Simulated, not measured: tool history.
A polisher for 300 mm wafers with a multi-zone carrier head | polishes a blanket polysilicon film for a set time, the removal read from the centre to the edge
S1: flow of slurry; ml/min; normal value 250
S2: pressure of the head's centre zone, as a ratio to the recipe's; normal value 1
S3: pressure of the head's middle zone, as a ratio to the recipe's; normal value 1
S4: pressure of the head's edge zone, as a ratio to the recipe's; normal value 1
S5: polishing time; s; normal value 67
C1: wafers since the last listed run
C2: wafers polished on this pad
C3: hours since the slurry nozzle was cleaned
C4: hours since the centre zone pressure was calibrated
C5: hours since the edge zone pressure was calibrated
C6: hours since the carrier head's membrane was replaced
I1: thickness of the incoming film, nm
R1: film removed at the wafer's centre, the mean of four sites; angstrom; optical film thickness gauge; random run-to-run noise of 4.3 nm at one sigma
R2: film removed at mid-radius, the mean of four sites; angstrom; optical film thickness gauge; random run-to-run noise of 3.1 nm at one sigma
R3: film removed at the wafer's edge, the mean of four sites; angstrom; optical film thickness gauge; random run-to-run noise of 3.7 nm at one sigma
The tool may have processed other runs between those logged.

| run | hour | S1 | S2 | S3 | S4 | S5 | C1 | C2 | C3 | C4 | C5 | C6 | I1 | R1 | R2 | R3 |
|---|---|---|---|---|---|---|---|---|---|---|---|---|---|---|---|---|
| 1 | 0 | 250 | 1 | 1 | 1 | 67 | 0 | 33 | 133.9 | 398.5 | 504.2 | 682.8 | 1074.1 | 3809 | 3755 | 3707 |
|  | 17.4 | edge zone pressure recalibrated |
| 2 | 106.7 | 250 | 1 | 1 | 1 | 67 | 985 | 1018 | 240.6 | 505.2 | 89.3 | 789.5 | 1088 | 3847 | 3714 | 3637 |
| 3 | 144.2 | 250 | 1 | 1 | 1 | 67 | 352 | 1371 | 278.1 | 542.7 | 126.8 | 827 | 1105.4 | 3840 | 3767 | 3651 |
| 4 | 205.5 | 250 | 1 | 1 | 1 | 67 | 576 | 1948 | 339.4 | 604 | 188.1 | 888.3 | 1088 | 3820 | 3785 | 3623 |
| 5 | 246.7 | 250 | 1.07 | 1.05 | 1 | 67 | 387 | 2336 | 380.6 | 645.2 | 229.3 | 929.5 | 1090.2 | 4118 | 3915 | 3602 |
| 6 | 349.5 | 250 | 1 | 1 | 0.94 | 67 | 967 | 3303 | 483.4 | 748 | 332.1 | 1032.3 | 1093.5 | 3938 | 3742 | 3571 |
| 7 | 436.7 | 200 | 1.11 | 0.9 | 1 | 67 | 820 | 4123 | 570.6 | 835.2 | 419.3 | 1119.5 | 1081.2 | 4274 | 3388 | 3605 |
|  | 443.2 | slurry nozzle cleaned |
|  | 472.3 | carrier head's membrane replaced by a new one |
| 8 | 509.4 | 250 | 1.08 | 0.91 | 0.96 | 59 | 627 | 4751 | 66.2 | 907.9 | 492 | 37.1 | 1090.9 | 3702 | 3045 | 3201 |
| 9 | 600.8 | 160 | 1 | 0.94 | 1 | 67 | 860 | 5611 | 157.6 | 999.3 | 583.4 | 128.5 | 1074.2 | 3807 | 3366 | 3594 |
|  | 627.1 | edge zone pressure recalibrated |
|  | 628.1 | worn pad replaced by a new one |
| 10 | 661.2 | 250 | 1.09 | 1 | 1 | 47 | 540 | 311 | 218 | 1059.7 | 34.1 | 188.9 | 1110.6 | 2996 | 2631 | 2560 |
| 11 | 707.7 | 250 | 0.97 | 1 | 1 | 67 | 437 | 748 | 264.5 | 1106.2 | 80.6 | 235.4 | 1111.4 | 3954 | 3780 | 3666 |
| 12 | 760.8 | 250 | 1 | 1 | 1 | 67 | 499 | 1248 | 317.6 | 1159.3 | 133.7 | 288.5 | 1091.3 | 4084 | 3746 | 3676 |
| 13 | 817.2 | 160 | 1 | 1 | 0.88 | 67 | 530 | 1779 | 374 | 1215.7 | 190.1 | 344.9 | 1088.7 | 3786 | 3582 | 3420 |
| 14 | 909.4 | 250 | 1.08 | 1 | 1 | 67 | 867 | 2646 | 466.2 | 1307.9 | 282.3 | 437.1 | 1091.5 | 4285 | 3735 | 3675 |
|  | 915.1 | centre zone pressure recalibrated |
|  | 929.9 | slurry nozzle cleaned |
| 15 | 974.7 | 250 | 1 | 1 | 1 | 67 | 586 | 3232 | 44.8 | 59.6 | 347.6 | 502.4 | 1078.1 | 3714 | 3799 | 3729 |
| 16 | 1053.7 | 250 | 1 | 1.12 | 1 | 54 | 743 | 3976 | 123.8 | 138.6 | 426.6 | 581.4 | 1076.7 | 2952 | 3298 | 2996 |
| 17 | 1134.1 | 195 | 1 | 1 | 1.09 | 67 | 756 | 4732 | 204.2 | 219 | 507 | 661.8 | 1089.1 | 3623 | 3681 | 3704 |
|  | 1145 | worn pad replaced by a new one |
| 18 | 1203.8 | 250 | 1 | 1 | 1 | 67 | 618 | 552 | 273.9 | 288.7 | 576.7 | 731.5 | 1090 | 3704 | 3776 | 3683 |
|  | 1279.1 | edge zone pressure recalibrated |
| 19 | 1429.5 | 250 | 1 | 1 | 1 | 67 | 2104 | 2657 | 499.6 | 514.4 | 150.4 | 957.2 | 1109.1 | 3743 | 3767 | 3660 |
|  | 1442.6 | slurry nozzle cleaned |
|  | 1601 | carrier head's membrane replaced by a new one |
|  | 1647.1 | worn pad replaced by a new one |
| 20 | 1675.4 | 175 | 1 | 0.97 | 1.08 | 67 | 2219 | 266 | 232.8 | 760.3 | 396.3 | 74.4 | 1103.2 | 3765 | 3505 | 3683 |
| 21 | 1717.2 | 250 | 1 | 1 | 1 | 84 | 393 | 659 | 274.6 | 802.1 | 438.1 | 116.2 | 1091.6 | 4662 | 4678 | 4633 |
| 22 | 1777.6 | 250 | 1 | 1 | 1.11 | 85 | 568 | 1227 | 335 | 862.5 | 498.5 | 176.6 | 1077.6 | 4914 | 4749 | 4756 |

What if the next run were any one of these 4? Each begins from the tool's condition after run 22:
| A | 1778 | 250 | 1 | 1.04 | 1 | 67 | 3 | 1231 | 335.4 | 862.9 | 498.9 | 177 | 1108.8 | ? | ? | ? |
| B | 1778 | 325 | 0.97 | 1 | 0.88 | 44 | 3 | 1231 | 335.4 | 862.9 | 498.9 | 177 | 1108.8 | ? | ? | ? |
| C | 1778 | 250 | 0.92 | 1.07 | 0.89 | 58 | 3 | 1231 | 335.4 | 862.9 | 498.9 | 177 | 1108.8 | ? | ? | ? |
| D | 1778 | 250 | 0.92 | 0.96 | 1 | 80 | 3 | 1231 | 335.4 | 862.9 | 498.9 | 177 | 1108.8 | ? | ? | ? |

| run | R1 | R2 | R3 |
|---|---|---|---|
| A | 3885 | 3860 | 3677 |
| B | 2554 | 2510 | 2381 |
| C | 3152 | 3425 | 3090 |
| D | 4344 | 4310 | 4395 |
The same runs, with their run-to-run variation unchanged, on a tool lacking any hidden condition would have given:
| run | R1 | R2 | R3 |
|---|---|---|---|
| A | 3788 | 3861 | 3677 |
| B | 2491 | 2510 | 2381 |
| C | 3074 | 3425 | 3090 |
| D | 4236 | 4310 | 4395 |
